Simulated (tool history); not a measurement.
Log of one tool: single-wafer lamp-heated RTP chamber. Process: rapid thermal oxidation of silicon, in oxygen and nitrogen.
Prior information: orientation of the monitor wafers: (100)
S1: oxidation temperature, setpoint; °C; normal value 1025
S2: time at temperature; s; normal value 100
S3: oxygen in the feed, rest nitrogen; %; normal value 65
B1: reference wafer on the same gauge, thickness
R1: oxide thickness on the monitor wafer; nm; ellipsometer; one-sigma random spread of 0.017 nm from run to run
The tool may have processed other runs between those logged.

{"run": 1, "hour": 0.0, "S1": 1025, "S2": 100, "S3": 85, "B1": 7.354, "R1": 8.036}
{"run": 2, "hour": 10.5, "S1": 1025, "S2": 100, "S3": 79, "B1": 7.352, "R1": 7.881}
{"run": 3, "hour": 26.8, "S1": 1025, "S2": 100, "S3": 77, "B1": 7.354, "R1": 7.783}
{"run": 4, "hour": 42.8, "S1": 1025, "S2": 100, "S3": 65, "B1": 7.346, "R1": 7.334}
{"run": 5, "hour": 60.7, "S1": 1025, "S2": 88, "S3": 87, "B1": 7.351, "R1": 7.718}
{"run": 6, "hour": 76.8, "S1": 1025, "S2": 88, "S3": 87, "B1": 7.347, "R1": 7.685}
{"run": 7, "hour": 86.2, "S1": 1025, "S2": 100, "S3": 65, "B1": 7.352, "R1": 7.361}
{"hour": 90.7, "done": "gauge calibrated"}
{"run": 8, "hour": 101.6, "S1": 1006, "S2": 80, "S3": 65, "B1": 7.354, "R1": 5.82}
{"run": 9, "hour": 118.5, "S1": 1006, "S2": 80, "S3": 65, "B1": 7.355, "R1": 5.82}
{"run": 10, "hour": 130.3, "S1": 1025, "S2": 100, "S3": 65, "B1": 7.353, "R1": 7.365}
{"run": 11, "hour": 141.5, "S1": 1025, "S2": 100, "S3": 65, "B1": 7.35, "R1": 7.359}
{"run": 12, "hour": 149.5, "S1": 1025, "S2": 100, "S3": 65, "B1": 7.346, "R1": 7.348}
{"hour": 175.8, "done": "pyrometer window cleaned and pyrometer calibrated"}
{"run": 13, "hour": 176.3, "S1": 1025, "S2": 100, "S3": 65, "B1": 7.351, "R1": 7.635}
{"run": 14, "hour": 190.7, "S1": 1025, "S2": 100, "S3": 72, "B1": 7.351, "R1": 7.922}
{"run": 15, "hour": 207.9, "S1": 1025, "S2": 100, "S3": 72, "B1": 7.349, "R1": 7.915}
{"run": 16, "hour": 221.8, "S1": 1025, "S2": 100, "S3": 65, "B1": 7.354, "R1": 7.643}
{"run": 17, "hour": 236.2, "S1": 1025, "S2": 100, "S3": 65, "B1": 7.352, "R1": 7.638}
{"run": 18, "hour": 252.0, "S1": 1007, "S2": 147, "S3": 65, "B1": 7.355, "R1": 8.045}
{"run": 19, "hour": 259.5, "S1": 1025, "S2": 100, "S3": 65, "B1": 7.35, "R1": 7.649}
{"run": 20, "hour": 273.2, "S1": 1012, "S2": 100, "S3": 65, "B1": 7.346, "R1": 6.979}
{"run": 21, "hour": 289.3, "S1": 1034, "S2": 58, "S3": 65, "B1": 7.351, "R1": 6.366}
{"hour": 312.6, "done": "pyrometer window cleaned and pyrometer calibrated, repeated, since the last time left the tool worse"}
{"run": 22, "hour": 317.7, "S1": 1025, "S2": 131, "S3": 65, "B1": 7.35, "R1": 8.005}
{"run": 23, "hour": 324.9, "S1": 1025, "S2": 100, "S3": 65, "B1": 7.353, "R1": 7.068}
{"hour": 335.0, "done": "oxygen flow controller replaced"}
{"run": 24, "hour": 337.8, "S1": 1035, "S2": 85, "S3": 65, "B1": 7.348, "R1": 7.056}
{"run": 25, "hour": 356.9, "S1": 1025, "S2": 100, "S3": 65, "B1": 7.356, "R1": 7.119}
{"run": 26, "hour": 363.6, "S1": 1025, "S2": 100, "S3": 65, "B1": 7.352, "R1": 7.12}
{"run": 27, "hour": 370.3, "S1": 1005, "S2": 100, "S3": 75, "B1": 7.346, "R1": 6.478}
{"run": 28, "hour": 378.9, "S1": 1025, "S2": 88, "S3": 87, "B1": 7.354, "R1": 7.441}
{"run": 29, "hour": 387.3, "S1": 1013, "S2": 125, "S3": 90, "B1": 7.352, "R1": 8.124}
{"run": 30, "hour": 403.7, "S1": 1025, "S2": 100, "S3": 65, "B1": 7.35, "R1": 7.12}
{"run": 31, "hour": 412.8, "S1": 1047, "S2": 64, "S3": 37, "B1": 7.354, "R1": 5.575}
{"run": 32, "hour": 420.3, "S1": 1003, "S2": 54, "S3": 57, "B1": 7.351, "R1": 4.448}
{"run": 33, "hour": 430.8, "S1": 999, "S2": 85, "S3": 92, "B1": 7.358, "R1": 6.198}
{"run": 34, "hour": 437.1, "S1": 1047, "S2": 100, "S3": 65, "B1": 7.345, "R1": 8.346}
{"run": 35, "hour": 445.3, "S1": 1037, "S2": 100, "S3": 75, "B1": 7.349, "R1": 8.218}
{"run": 36, "hour": 461.3, "S1": 995, "S2": 100, "S3": 89, "B1": 7.352, "R1": 6.422}
{"run": 37, "hour": 476.8, "S1": 1015, "S2": 87, "S3": 65, "B1": 7.358, "R1": 6.258}
{"run": 38, "hour": 487.9, "S1": 1025, "S2": 100, "S3": 65, "B1": 7.354, "R1": 7.175}

4 ways to go on from here, each from the tool as it stands after run 38. What would each give?
{"run": "A", "hour": 488.3, "S1": 1025, "S2": 78, "S3": 65, "B1": "?", "R1": "?"}
{"run": "B", "hour": 488.3, "S1": 1025, "S2": 125, "S3": 54, "B1": "?", "R1": "?"}
{"run": "C", "hour": 488.3, "S1": 1003, "S2": 100, "S3": 56, "B1": "?", "R1": "?"}
{"run": "D", "hour": 488.3, "S1": 998, "S2": 100, "S3": 65, "B1": "?", "R1": "?"}

run=A B1=7.349 R1=6.373
run=B B1=7.349 R1=7.381
run=C B1=7.349 R1=5.772
run=D B1=7.349 R1=5.863
What these runs would have given with no unlogged condition in the tool:
run=A R1=6.306
run=B R1=7.303
run=C R1=5.710
run=D R1=5.799
